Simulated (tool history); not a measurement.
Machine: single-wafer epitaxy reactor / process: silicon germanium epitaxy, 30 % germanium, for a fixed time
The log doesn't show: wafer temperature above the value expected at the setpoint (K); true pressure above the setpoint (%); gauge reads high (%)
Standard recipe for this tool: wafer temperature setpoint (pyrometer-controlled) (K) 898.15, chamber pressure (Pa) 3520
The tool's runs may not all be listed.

run,hour,wafer temperature setpoint (pyrometer-controlled) (K),chamber pressure (Pa),wafers since the last listed run,hours since the last pyrometer calibration,hours since the last manometer calibration,hours since the showerhead was replaced,hours since the gauge calibration,"read-back reference wafer on the same gauge, thickness_nm",mean film thickness on the monitor wafer (Å)
1,0,898.15,3520,0,1347.4,1624.4,6239.5,411,114.494,929.89
# hour 10.1: gauge calibrated
2,72.8,898.15,3520,2151,1420.2,1697.2,6312.3,62.7,114.507,925.39
3,108.4,893.15,3520,1052,1455.8,1732.8,6347.9,98.3,114.547,851.32
4,166.2,893.15,3520,1708,1513.6,1790.6,6405.7,156.1,114.478,853.81
5,191.2,888.15,3520,738,1538.6,1815.6,6430.7,181.1,114.459,782.45
6,242.8,888.15,3520,1525,1590.2,1867.2,6482.3,232.7,114.592,786.08
7,372.2,898.15,3520,3825,1719.6,1996.6,6611.7,362.1,114.455,935.86
8,417.4,898.15,3520,1336,1764.8,2041.8,6656.9,407.3,114.425,936.95
# hour 455.6: pyrometer calibrated
9,467.3,891.15,2773,1238,11.7,2091.7,6706.8,457.2,114.603,785.47
# hour 520: gauge calibrated
10,538.2,893.15,2760,2095,82.6,2162.6,6777.7,18.2,114.537,801.83
11,604.8,902.15,3746,1968,149.2,2229.2,6844.3,84.8,114.582,1134.3
# hour 637.6: capacitance manometer re-zeroed and calibrated
# hour 663.9: showerhead replaced
12,664.4,898.15,3520,1288,208.8,26.8,0.5,144.4,114.554,960.71
13,726.8,893.15,4386,1844,271.2,89.2,62.9,206.8,114.505,993.23
14,778.1,902.15,4373,1516,322.5,140.5,114.2,258.1,114.584,1150.51
15,827,898.15,3520,1445,371.4,189.4,163.1,307,114.548,943.77
16,863.2,886.15,3293,1070,407.6,225.6,199.3,343.2,114.575,743.62

Here are 3 independent what-if runs from the current tool condition. What would each one return?
A,863.6,892.15,3520,11,408,226,199.7,343.6,?,?
B,863.6,908.15,2813,11,408,226,199.7,343.6,?,?
C,863.6,903.15,4253,11,408,226,199.7,343.6,?,?

run,"read-back reference wafer on the same gauge, thickness_nm",mean film thickness on the monitor wafer (Å)
A,114.459,851.24
B,114.459,971.35
C,114.459,1140.81
With no hidden state in the tool, these same runs would have given:
run,mean film thickness on the monitor wafer (Å)
A,880.03
B,1003.04
C,1178.45
